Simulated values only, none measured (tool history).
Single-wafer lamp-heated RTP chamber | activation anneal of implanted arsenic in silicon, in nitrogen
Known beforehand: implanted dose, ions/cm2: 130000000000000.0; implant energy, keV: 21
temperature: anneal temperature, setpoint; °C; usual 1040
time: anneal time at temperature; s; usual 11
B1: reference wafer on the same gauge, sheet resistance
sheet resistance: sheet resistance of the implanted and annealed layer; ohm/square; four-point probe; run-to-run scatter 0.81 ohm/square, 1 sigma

{"run": 1, "hour": 0.0, "temperature": 1040, "time": 13, "B1": 494.96, "sheet resistance": 535.85}
{"run": 2, "hour": 234.9, "temperature": 1040, "time": 13, "B1": 495.14, "sheet resistance": 537.42}
{"run": 3, "hour": 340.1, "temperature": 1048, "time": 16, "B1": 495.06, "sheet resistance": 533.84}
{"run": 4, "hour": 414.7, "temperature": 1040, "time": 11, "B1": 495.03, "sheet resistance": 538.05}
{"hour": 639.4, "done": "pyrometer window cleaned and pyrometer calibrated"}
{"run": 5, "hour": 684.5, "temperature": 1040, "time": 11, "B1": 494.86, "sheet resistance": 538.54}
{"run": 6, "hour": 743.0, "temperature": 1040, "time": 11, "B1": 494.93, "sheet resistance": 536.72}
{"hour": 752.3, "done": "reflector plate cleaned"}
{"run": 7, "hour": 1017.2, "temperature": 1022, "time": 11, "B1": 495.3, "sheet resistance": 539.41}
{"run": 8, "hour": 1130.3, "temperature": 1022, "time": 11, "B1": 495.09, "sheet resistance": 537.81}
{"run": 9, "hour": 1180.2, "temperature": 1040, "time": 11, "B1": 495.21, "sheet resistance": 536.24}
{"run": 10, "hour": 1238.3, "temperature": 1040, "time": 11, "B1": 494.95, "sheet resistance": 537.26}
{"run": 11, "hour": 1281.5, "temperature": 1029, "time": 11, "B1": 495.01, "sheet resistance": 539.07}
{"run": 12, "hour": 1361.1, "temperature": 1029, "time": 11, "B1": 495.09, "sheet resistance": 538.89}
{"hour": 1393.3, "done": "pyrometer window cleaned and pyrometer calibrated"}
{"run": 13, "hour": 1411.0, "temperature": 1040, "time": 11, "B1": 494.92, "sheet resistance": 538.11}
{"run": 14, "hour": 1478.6, "temperature": 1057, "time": 13, "B1": 495.27, "sheet resistance": 533.77}
{"run": 15, "hour": 1520.8, "temperature": 1018, "time": 8, "B1": 494.88, "sheet resistance": 540.11}
{"run": 16, "hour": 1571.6, "temperature": 1011, "time": 16, "B1": 495.19, "sheet resistance": 538.24}
{"run": 17, "hour": 1638.3, "temperature": 1040, "time": 6, "B1": 495, "sheet resistance": 539.21}
{"run": 18, "hour": 1688.2, "temperature": 1040, "time": 11, "B1": 494.97, "sheet resistance": 539.21}

Forecast run 19:
{"run": 19, "hour": 1776.6, "temperature": 1040, "time": 11, "B1": "?", "sheet resistance": "?"}

Run 19 gave B1 494.93, sheet resistance 536.33 ohm/square.
Were there no unlogged condition in the tool, this run, its random variation unchanged, would have produced sheet resistance 536.33 ohm/square.
